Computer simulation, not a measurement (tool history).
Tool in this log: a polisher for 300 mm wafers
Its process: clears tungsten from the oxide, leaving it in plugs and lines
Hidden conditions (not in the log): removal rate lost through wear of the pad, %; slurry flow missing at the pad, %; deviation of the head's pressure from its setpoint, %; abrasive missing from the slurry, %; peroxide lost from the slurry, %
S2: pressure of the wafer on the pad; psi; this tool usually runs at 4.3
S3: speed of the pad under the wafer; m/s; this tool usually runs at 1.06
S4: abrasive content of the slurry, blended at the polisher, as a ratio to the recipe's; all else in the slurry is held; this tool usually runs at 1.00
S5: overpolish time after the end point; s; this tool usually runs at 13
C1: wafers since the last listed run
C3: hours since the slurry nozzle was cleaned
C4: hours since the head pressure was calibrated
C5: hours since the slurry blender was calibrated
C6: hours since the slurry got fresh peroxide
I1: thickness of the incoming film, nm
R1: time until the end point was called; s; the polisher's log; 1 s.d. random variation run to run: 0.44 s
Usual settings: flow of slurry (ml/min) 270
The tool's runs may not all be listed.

{"run": 1, "hour": 0.0, "flow of slurry (ml/min)": 270, "S2": 4.3, "S3": 1.06, "S4": 1.0, "S5": 13, "C1": 0, "wafers polished on this pad": 925, "C3": 800.2, "C4": 783.1, "C5": 333.6, "C6": 361.1, "I1": 285.5, "R1": 48.9}
{"run": 2, "hour": 82.6, "flow of slurry (ml/min)": 270, "S2": 4.3, "S3": 1.06, "S4": 1.0, "S5": 13, "C1": 646, "wafers polished on this pad": 1572, "C3": 882.8, "C4": 865.7, "C5": 416.2, "C6": 443.7, "I1": 291.0, "R1": 49.7}
{"hour": 105.2, "done": "slurry tank refilled with fresh slurry and peroxide"}
{"hour": 113.6, "done": "slurry nozzle cleaned"}
{"run": 3, "hour": 119.4, "flow of slurry (ml/min)": 270, "S2": 4.3, "S3": 1.06, "S4": 1.0, "S5": 13, "C1": 272, "wafers polished on this pad": 1844, "C3": 5.8, "C4": 902.5, "C5": 453.0, "C6": 14.2, "I1": 291.1, "R1": 49.6}
{"hour": 128.8, "done": "slurry blender recalibrated"}
{"run": 4, "hour": 178.3, "flow of slurry (ml/min)": 270, "S2": 4.3, "S3": 1.06, "S4": 1.0, "S5": 13, "C1": 445, "wafers polished on this pad": 2290, "C3": 64.7, "C4": 961.4, "C5": 49.5, "C6": 73.1, "I1": 289.7, "R1": 48.4}
{"hour": 387.8, "done": "worn pad replaced by a new one"}
{"run": 5, "hour": 494.6, "flow of slurry (ml/min)": 270, "S2": 4.3, "S3": 1.06, "S4": 1.0, "S5": 13, "C1": 2444, "wafers polished on this pad": 835, "C3": 381.0, "C4": 1277.7, "C5": 365.8, "C6": 389.4, "I1": 288.7, "R1": 50.1}
{"hour": 530.4, "done": "head pressure recalibrated"}
{"run": 6, "hour": 561.2, "flow of slurry (ml/min)": 270, "S2": 4.3, "S3": 1.06, "S4": 1.0, "S5": 13, "C1": 505, "wafers polished on this pad": 1341, "C3": 447.6, "C4": 30.8, "C5": 432.4, "C6": 456.0, "I1": 287.0, "R1": 49.8}
{"hour": 606.7, "done": "slurry blender recalibrated"}
{"run": 7, "hour": 653.6, "flow of slurry (ml/min)": 270, "S2": 3.6, "S3": 1.06, "S4": 1.0, "S5": 13, "C1": 707, "wafers polished on this pad": 2049, "C3": 540.0, "C4": 123.2, "C5": 46.9, "C6": 548.4, "I1": 289.2, "R1": 58.1}
{"hour": 661.3, "done": "slurry tank refilled with fresh slurry and peroxide"}
{"run": 8, "hour": 725.0, "flow of slurry (ml/min)": 340, "S2": 4.3, "S3": 1.06, "S4": 1.0, "S5": 13, "C1": 551, "wafers polished on this pad": 2600, "C3": 611.4, "C4": 194.6, "C5": 118.3, "C6": 63.7, "I1": 290.8, "R1": 47.5}
{"run": 9, "hour": 785.2, "flow of slurry (ml/min)": 270, "S2": 4.3, "S3": 1.24, "S4": 1.0, "S5": 13, "C1": 471, "wafers polished on this pad": 3071, "C3": 671.6, "C4": 254.8, "C5": 178.5, "C6": 123.9, "I1": 287.2, "R1": 41.3}
{"run": 10, "hour": 872.2, "flow of slurry (ml/min)": 270, "S2": 4.3, "S3": 1.28, "S4": 1.1, "S5": 13, "C1": 681, "wafers polished on this pad": 3752, "C3": 758.6, "C4": 341.8, "C5": 265.5, "C6": 210.9, "I1": 287.7, "R1": 39.0}
{"hour": 881.0, "done": "worn pad replaced by a new one"}
{"run": 11, "hour": 921.6, "flow of slurry (ml/min)": 205, "S2": 4.3, "S3": 0.76, "S4": 1.0, "S5": 13, "C1": 355, "wafers polished on this pad": 317, "C3": 808.0, "C4": 391.2, "C5": 314.9, "C6": 260.3, "I1": 288.5, "R1": 70.8}
{"run": 12, "hour": 1010.4, "flow of slurry (ml/min)": 180, "S2": 4.3, "S3": 1.06, "S4": 1.0, "S5": 17, "C1": 695, "wafers polished on this pad": 1012, "C3": 896.8, "C4": 480.0, "C5": 403.7, "C6": 349.1, "I1": 286.8, "R1": 52.0}
{"hour": 1068.7, "done": "slurry nozzle cleaned"}
{"hour": 1089.4, "done": "slurry blender recalibrated"}
{"run": 13, "hour": 1095.0, "flow of slurry (ml/min)": 270, "S2": 4.3, "S3": 1.06, "S4": 1.0, "S5": 13, "C1": 638, "wafers polished on this pad": 1651, "C3": 26.3, "C4": 564.6, "C5": 5.6, "C6": 433.7, "I1": 285.2, "R1": 47.3}
{"run": 14, "hour": 1165.1, "flow of slurry (ml/min)": 305, "S2": 3.8, "S3": 1.06, "S4": 1.0, "S5": 7, "C1": 548, "wafers polished on this pad": 2200, "C3": 96.4, "C4": 634.7, "C5": 75.7, "C6": 503.8, "I1": 295.1, "R1": 53.9}
{"hour": 1232.0, "done": "slurry tank refilled with fresh slurry and peroxide"}
{"run": 15, "hour": 1242.0, "flow of slurry (ml/min)": 270, "S2": 4.3, "S3": 1.24, "S4": 1.0, "S5": 13, "C1": 594, "wafers polished on this pad": 2794, "C3": 173.3, "C4": 711.6, "C5": 152.6, "C6": 10.0, "I1": 292.1, "R1": 41.8}
{"run": 16, "hour": 1302.6, "flow of slurry (ml/min)": 270, "S2": 4.3, "S3": 1.3, "S4": 1.2, "S5": 8, "C1": 474, "wafers polished on this pad": 3269, "C3": 233.9, "C4": 772.2, "C5": 213.2, "C6": 70.6, "I1": 289.5, "R1": 37.7}
{"run": 17, "hour": 1391.1, "flow of slurry (ml/min)": 270, "S2": 4.9, "S3": 1.28, "S4": 1.0, "S5": 18, "C1": 692, "wafers polished on this pad": 3962, "C3": 322.4, "C4": 860.7, "C5": 301.7, "C6": 159.1, "I1": 292.1, "R1": 35.9}
{"hour": 1447.8, "done": "worn pad replaced by a new one"}
{"run": 18, "hour": 1485.4, "flow of slurry (ml/min)": 320, "S2": 4.7, "S3": 1.16, "S4": 1.0, "S5": 13, "C1": 706, "wafers polished on this pad": 294, "C3": 416.7, "C4": 955.0, "C5": 396.0, "C6": 253.4, "I1": 286.1, "R1": 40.3}
{"run": 19, "hour": 1530.1, "flow of slurry (ml/min)": 270, "S2": 4.3, "S3": 1.18, "S4": 1.2, "S5": 10, "C1": 349, "wafers polished on this pad": 644, "C3": 461.4, "C4": 999.7, "C5": 440.7, "C6": 298.1, "I1": 293.0, "R1": 43.6}
{"run": 20, "hour": 1568.9, "flow of slurry (ml/min)": 270, "S2": 4.3, "S3": 0.78, "S4": 1.0, "S5": 13, "C1": 303, "wafers polished on this pad": 948, "C3": 500.2, "C4": 1038.5, "C5": 479.5, "C6": 336.9, "I1": 290.1, "R1": 67.8}
{"run": 21, "hour": 1628.0, "flow of slurry (ml/min)": 315, "S2": 4.3, "S3": 1.06, "S4": 0.9, "S5": 13, "C1": 462, "wafers polished on this pad": 1410, "C3": 559.3, "C4": 1097.6, "C5": 538.6, "C6": 396.0, "I1": 287.6, "R1": 50.6}
{"run": 22, "hour": 1670.6, "flow of slurry (ml/min)": 270, "S2": 4.3, "S3": 0.78, "S4": 1.0, "S5": 13, "C1": 333, "wafers polished on this pad": 1744, "C3": 601.9, "C4": 1140.2, "C5": 581.2, "C6": 438.6, "I1": 290.1, "R1": 68.4}
{"hour": 1689.7, "done": "slurry blender recalibrated"}
{"hour": 1720.1, "done": "slurry tank refilled with fresh slurry and peroxide"}
{"run": 23, "hour": 1762.5, "flow of slurry (ml/min)": 270, "S2": 3.0, "S3": 1.06, "S4": 1.0, "S5": 13, "C1": 695, "wafers polished on this pad": 2440, "C3": 693.8, "C4": 1232.1, "C5": 72.8, "C6": 42.4, "I1": 289.0, "R1": 68.5}
{"run": 24, "hour": 1811.9, "flow of slurry (ml/min)": 245, "S2": 4.9, "S3": 0.9, "S4": 1.3, "S5": 13, "C1": 386, "wafers polished on this pad": 2827, "C3": 743.2, "C4": 1281.5, "C5": 122.2, "C6": 91.8, "I1": 292.0, "R1": 47.8}
{"hour": 1834.1, "done": "head pressure recalibrated"}
{"run": 25, "hour": 1897.2, "flow of slurry (ml/min)": 230, "S2": 4.3, "S3": 1.36, "S4": 0.7, "S5": 13, "C1": 652, "wafers polished on this pad": 3479, "C3": 828.5, "C4": 63.1, "C5": 207.5, "C6": 177.1, "I1": 288.9, "R1": 40.8}

Pick out some run-to-run changes in R1. Of each, how much would a tool without hidden state show as well, from the settings, what came in and chance, and how much is left for the hidden state and any gauge scatter not in both results compared?
Run 10 -> 11: flow of slurry (ml/min) 270 -> 205, S3 1.28 -> 0.76, S4 1.10 -> 1.00, worn pad replaced by a new one. R1 +31.8 s: hidden state +1.3, all else +30.5.
Run 12 -> 13: flow of slurry (ml/min) 180 -> 270, S5 17 -> 13, slurry nozzle cleaned, slurry blender recalibrated. R1 -4.7 s: hidden state -2.2, all else -2.5.
Run 19 -> 20: S3 1.18 -> 0.78, S4 1.20 -> 1.00, S5 10 -> 13. R1 +24.2 s: hidden state +1.5, all else +22.7.
Run 22 -> 23: S2 4.3 -> 3.0, S3 0.78 -> 1.06, slurry blender recalibrated, slurry tank refilled with fresh slurry and peroxide. R1 +0.1 s: hidden state -4.0, all else +4.1.
